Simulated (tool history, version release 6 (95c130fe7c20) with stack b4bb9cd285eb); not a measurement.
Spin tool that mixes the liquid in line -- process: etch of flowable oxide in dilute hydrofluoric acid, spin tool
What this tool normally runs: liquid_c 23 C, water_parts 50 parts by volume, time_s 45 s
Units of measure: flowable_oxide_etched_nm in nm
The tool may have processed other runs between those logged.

run,hour,liquid_c,water_parts,time_s,wafers since the last listed run,hours since the thermometer was replaced,hours since the hydrofluoric acid flow meter was replaced,hours since the gauge calibration,"read-back film thickness of the flowable oxide reference wafer, read on the same gauge (nm)",flowable_oxide_etched_nm
1,0,21.5,50,45,0,1669.7,798.5,113.1,40.01,35.1
2,10.1,21.5,50,45,160,1679.8,808.6,123.2,40.02,35.26
3,20.1,23,50,45,159,1689.8,818.6,133.2,39.99,37.29
4,27.9,23,50,45,124,1697.6,826.4,141,39.98,37.04
5,39.2,23,50,45,179,1708.9,837.7,152.3,40,37.26
6,51,23,50,45,187,1720.7,849.5,164.1,40.03,37.03
7,88,23,50,45,588,1757.7,886.5,201.1,40,36.95
# hour 97.8: hydrofluoric acid flow meter replaced
8,101.7,23,50,45,201,1771.4,3.9,214.8,40.03,33.91
# hour 103.6: thermometer replaced
9,115.3,23,50,45,200,11.7,17.5,228.4,40.03,34.51
10,126.3,23,70,40,174,22.7,28.5,239.4,39.99,21.03
11,133.1,23,50,60,108,29.5,35.3,246.2,40,45.53
12,150.9,27,50,45,283,47.3,53.1,264,40.01,39.76
# hour 152: gauge calibrated
# hour 153.8: hydrofluoric acid flow meter replaced, repeated, since the last time left the tool worse
13,163.1,23,50,45,178,59.5,9.3,11.1,40,40.63
14,180.5,23,50,45,276,76.9,26.7,28.5,40,40.33
15,193.1,26.5,50,55,200,89.5,39.3,41.1,40,57.12
16,208.9,23,35,45,251,105.3,55.1,56.9,40,58.55
17,215.8,21,70,60,109,112.2,62,63.8,39.96,34.49
18,229.2,21.5,35,25,213,125.6,75.4,77.2,40.01,30.83
19,245.9,19.5,40,20,265,142.3,92.1,93.9,40.02,19.38

Here are 3 independent what-if runs from the current tool condition. What would each one return?
A,246.3,23,50,45,6,142.7,92.5,94.3,?,?
B,246.3,23,65,70,6,142.7,92.5,94.3,?,?
C,246.3,23,40,45,6,142.7,92.5,94.3,?,?

run,"read-back film thickness of the flowable oxide reference wafer, read on the same gauge (nm)",flowable_oxide_etched_nm
A,40,40.02
B,40,46.97
C,40,50.7
Without the tool's hidden state the same runs would have given:
run,flowable_oxide_etched_nm
A,40.82
B,47.91
C,51.69
